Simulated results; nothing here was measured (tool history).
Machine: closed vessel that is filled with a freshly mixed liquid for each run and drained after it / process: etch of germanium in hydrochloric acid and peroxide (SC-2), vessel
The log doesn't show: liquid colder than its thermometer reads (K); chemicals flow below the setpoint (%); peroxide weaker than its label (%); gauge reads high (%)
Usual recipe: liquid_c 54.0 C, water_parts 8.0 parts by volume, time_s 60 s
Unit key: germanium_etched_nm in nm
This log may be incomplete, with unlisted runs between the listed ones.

run,hour,liquid_c,water_parts,time_s,wafers since the last listed run,hours since the thermometer was replaced,hours since the chemicals flow meter was replaced,hours since the drum of peroxide was connected,hours since the gauge calibration,"read-back film thickness of the germanium reference wafer, read on the same gauge (nm)",germanium_etched_nm
1,0.0,54.0,6.5,60,0,2612.9,336.2,305.8,146.0,100.00,174.67
2,10.2,54.0,6.5,60,1418,2623.1,346.4,316.0,156.2,100.00,174.26
3,25.6,54.0,8.0,60,2141,2638.5,361.8,331.4,171.6,100.01,171.90
4,37.3,54.0,8.0,60,1626,2650.2,373.5,343.1,183.3,100.01,171.75
5,48.2,54.0,8.0,60,1515,2661.1,384.4,354.0,194.2,100.01,172.20
6,56.7,54.0,8.0,60,1181,2669.6,392.9,362.5,202.7,100.01,171.95
7,64.5,47.5,8.0,60,1084,2677.4,400.7,370.3,210.5,99.98,139.31
8,73.8,54.0,8.0,60,1293,2686.7,410.0,379.6,219.8,99.98,171.72
9,81.5,54.0,8.0,60,1070,2694.4,417.7,387.3,227.5,100.00,171.24
10,96.1,54.0,8.0,60,2029,2709.0,432.3,401.9,242.1,99.99,171.87
11,104.4,54.0,8.0,35,1154,2717.3,440.6,410.2,250.4,99.98,99.97
# hour 116.0: thermometer replaced
12,117.5,63.5,8.0,80,1682,1.5,453.7,423.3,263.5,99.99,295.47
# hour 126.3: gauge calibrated
13,134.5,54.0,8.0,60,2363,18.5,470.7,440.3,8.2,100.00,166.25
14,140.8,54.0,8.0,60,875,24.8,477.0,446.6,14.5,99.99,166.27
# hour 143.5: new drum of peroxide connected
15,157.3,54.0,8.0,35,2155,41.3,493.5,13.8,31.0,100.01,96.69
# hour 159.4: thermometer replaced, repeated, since the last time left the tool worse
# hour 159.5: chemicals flow meter replaced
16,168.5,54.0,5.5,70,1403,9.1,9.0,25.0,42.2,99.99,217.33
17,176.0,54.0,10.0,30,1042,16.6,16.5,32.5,49.7,100.01,89.58
18,186.8,54.0,10.0,95,1501,27.4,27.3,43.3,60.5,100.03,284.30
19,200.0,63.5,6.0,85,1835,40.6,40.5,56.5,73.7,99.99,350.12
20,217.0,54.0,8.0,60,2363,57.6,57.5,73.5,90.7,100.00,182.24
21,232.2,54.0,8.0,60,2113,72.8,72.7,88.7,105.9,100.01,182.27
22,240.2,51.5,4.5,30,1112,80.8,80.7,96.7,113.9,99.97,86.37
23,253.6,62.0,9.5,85,1863,94.2,94.1,110.1,127.3,99.99,323.22

Each row is a separate what-if for the run after 23, all from the same tool condition, not one after another. Results?
A,254.3,57.0,8.0,60,97,94.9,94.8,110.8,128.0,?,?
B,254.3,58.0,8.0,60,97,94.9,94.8,110.8,128.0,?,?
C,254.3,54.0,5.0,35,97,94.9,94.8,110.8,128.0,?,?
D,254.3,50.5,8.0,40,97,94.9,94.8,110.8,128.0,?,?
E,254.3,59.0,5.0,40,97,94.9,94.8,110.8,128.0,?,?

run,"read-back film thickness of the germanium reference wafer, read on the same gauge (nm)",germanium_etched_nm
A,99.96,199.99
B,99.96,206.12
C,99.96,108.88
D,99.96,109.00
E,99.96,145.21
Without the tool's hidden state the same runs would have given:
run,germanium_etched_nm
A,201.26
B,207.43
C,109.60
D,109.73
E,146.14
